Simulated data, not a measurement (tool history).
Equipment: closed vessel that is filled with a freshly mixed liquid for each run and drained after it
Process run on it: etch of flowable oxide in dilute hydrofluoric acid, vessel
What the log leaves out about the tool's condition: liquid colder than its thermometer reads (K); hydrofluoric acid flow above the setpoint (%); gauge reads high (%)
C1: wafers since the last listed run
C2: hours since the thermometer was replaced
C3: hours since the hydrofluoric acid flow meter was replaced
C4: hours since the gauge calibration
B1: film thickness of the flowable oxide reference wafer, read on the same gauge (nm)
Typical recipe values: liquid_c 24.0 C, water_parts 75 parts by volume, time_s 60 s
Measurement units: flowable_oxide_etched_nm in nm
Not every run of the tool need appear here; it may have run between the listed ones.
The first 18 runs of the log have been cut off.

{"run": 19, "hour": 575.4, "liquid_c": 19.5, "water_parts": 75, "time_s": 60, "C1": 828, "C2": 32.3, "C3": 100.1, "C4": 342.7, "B1": 79.99, "flowable_oxide_etched_nm": 28.3}
{"run": 20, "hour": 599.0, "liquid_c": 20.5, "water_parts": 40, "time_s": 40, "C1": 1589, "C2": 55.9, "C3": 123.7, "C4": 366.3, "B1": 80.02, "flowable_oxide_etched_nm": 38.78}
{"run": 21, "hour": 632.9, "liquid_c": 24.0, "water_parts": 45, "time_s": 95, "C1": 2283, "C2": 89.8, "C3": 157.6, "C4": 400.2, "B1": 79.99, "flowable_oxide_etched_nm": 95.57}
{"run": 22, "hour": 662.3, "liquid_c": 22.5, "water_parts": 105, "time_s": 60, "C1": 1980, "C2": 119.2, "C3": 187.0, "C4": 429.6, "B1": 79.98, "flowable_oxide_etched_nm": 22.49}
{"run": 23, "hour": 735.9, "liquid_c": 21.5, "water_parts": 110, "time_s": 35, "C1": 4957, "C2": 192.8, "C3": 260.6, "C4": 503.2, "B1": 80.02, "flowable_oxide_etched_nm": 12.0}
{"run": 24, "hour": 770.9, "liquid_c": 24.0, "water_parts": 95, "time_s": 60, "C1": 2357, "C2": 227.8, "C3": 295.6, "C4": 538.2, "B1": 80.0, "flowable_oxide_etched_nm": 26.64}
{"run": 25, "hour": 790.4, "liquid_c": 25.5, "water_parts": 55, "time_s": 90, "C1": 1313, "C2": 247.3, "C3": 315.1, "C4": 557.7, "B1": 80.01, "flowable_oxide_etched_nm": 77.25}
{"run": 26, "hour": 813.2, "liquid_c": 24.0, "water_parts": 75, "time_s": 60, "C1": 1535, "C2": 270.1, "C3": 337.9, "C4": 580.5, "B1": 80.0, "flowable_oxide_etched_nm": 34.71}
{"run": 27, "hour": 841.7, "liquid_c": 24.0, "water_parts": 75, "time_s": 60, "C1": 1919, "C2": 298.6, "C3": 366.4, "C4": 609.0, "B1": 80.02, "flowable_oxide_etched_nm": 34.8}
{"run": 28, "hour": 868.7, "liquid_c": 24.0, "water_parts": 45, "time_s": 60, "C1": 1818, "C2": 325.6, "C3": 393.4, "C4": 636.0, "B1": 79.98, "flowable_oxide_etched_nm": 60.51}
{"run": 29, "hour": 890.8, "liquid_c": 21.0, "water_parts": 75, "time_s": 60, "C1": 1488, "C2": 347.7, "C3": 415.5, "C4": 658.1, "B1": 80.0, "flowable_oxide_etched_nm": 31.39}
{"run": 30, "hour": 916.6, "liquid_c": 20.5, "water_parts": 75, "time_s": 60, "C1": 1737, "C2": 373.5, "C3": 441.3, "C4": 683.9, "B1": 79.98, "flowable_oxide_etched_nm": 30.33}
{"run": 31, "hour": 944.4, "liquid_c": 24.0, "water_parts": 75, "time_s": 60, "C1": 1872, "C2": 401.3, "C3": 469.1, "C4": 711.7, "B1": 80.02, "flowable_oxide_etched_nm": 35.63}
{"run": 32, "hour": 976.8, "liquid_c": 20.5, "water_parts": 45, "time_s": 60, "C1": 2182, "C2": 433.7, "C3": 501.5, "C4": 744.1, "B1": 79.98, "flowable_oxide_etched_nm": 52.44}
{"run": 33, "hour": 995.6, "liquid_c": 24.0, "water_parts": 95, "time_s": 60, "C1": 1266, "C2": 452.5, "C3": 520.3, "C4": 762.9, "B1": 80.01, "flowable_oxide_etched_nm": 26.84}

Branching from run 33: 5 alternative next runs. What would each branch give?
{"run": "A", "hour": 996.3, "liquid_c": 24.0, "water_parts": 75, "time_s": 60, "C1": 47, "C2": 453.2, "C3": 521.0, "C4": 763.6, "B1": "?", "flowable_oxide_etched_nm": "?"}
{"run": "B", "hour": 996.3, "liquid_c": 21.5, "water_parts": 115, "time_s": 60, "C1": 47, "C2": 453.2, "C3": 521.0, "C4": 763.6, "B1": "?", "flowable_oxide_etched_nm": "?"}
{"run": "C", "hour": 996.3, "liquid_c": 20.5, "water_parts": 35, "time_s": 95, "C1": 47, "C2": 453.2, "C3": 521.0, "C4": 763.6, "B1": "?", "flowable_oxide_etched_nm": "?"}
{"run": "D", "hour": 996.3, "liquid_c": 22.5, "water_parts": 110, "time_s": 45, "C1": 47, "C2": 453.2, "C3": 521.0, "C4": 763.6, "B1": "?", "flowable_oxide_etched_nm": "?"}
{"run": "E", "hour": 996.3, "liquid_c": 24.0, "water_parts": 75, "time_s": 30, "C1": 47, "C2": 453.2, "C3": 521.0, "C4": 763.6, "B1": "?", "flowable_oxide_etched_nm": "?"}

run=A B1=80.00 flowable_oxide_etched_nm=35.52
run=B B1=80.00 flowable_oxide_etched_nm=19.99
run=C B1=80.00 flowable_oxide_etched_nm=109.35
run=D B1=80.00 flowable_oxide_etched_nm=16.40
run=E B1=80.00 flowable_oxide_etched_nm=17.76
What these runs would have given with no unlogged condition in the tool:
run=A flowable_oxide_etched_nm=34.19
run=B flowable_oxide_etched_nm=19.22
run=C flowable_oxide_etched_nm=105.48
run=D flowable_oxide_etched_nm=15.77
run=E flowable_oxide_etched_nm=17.10
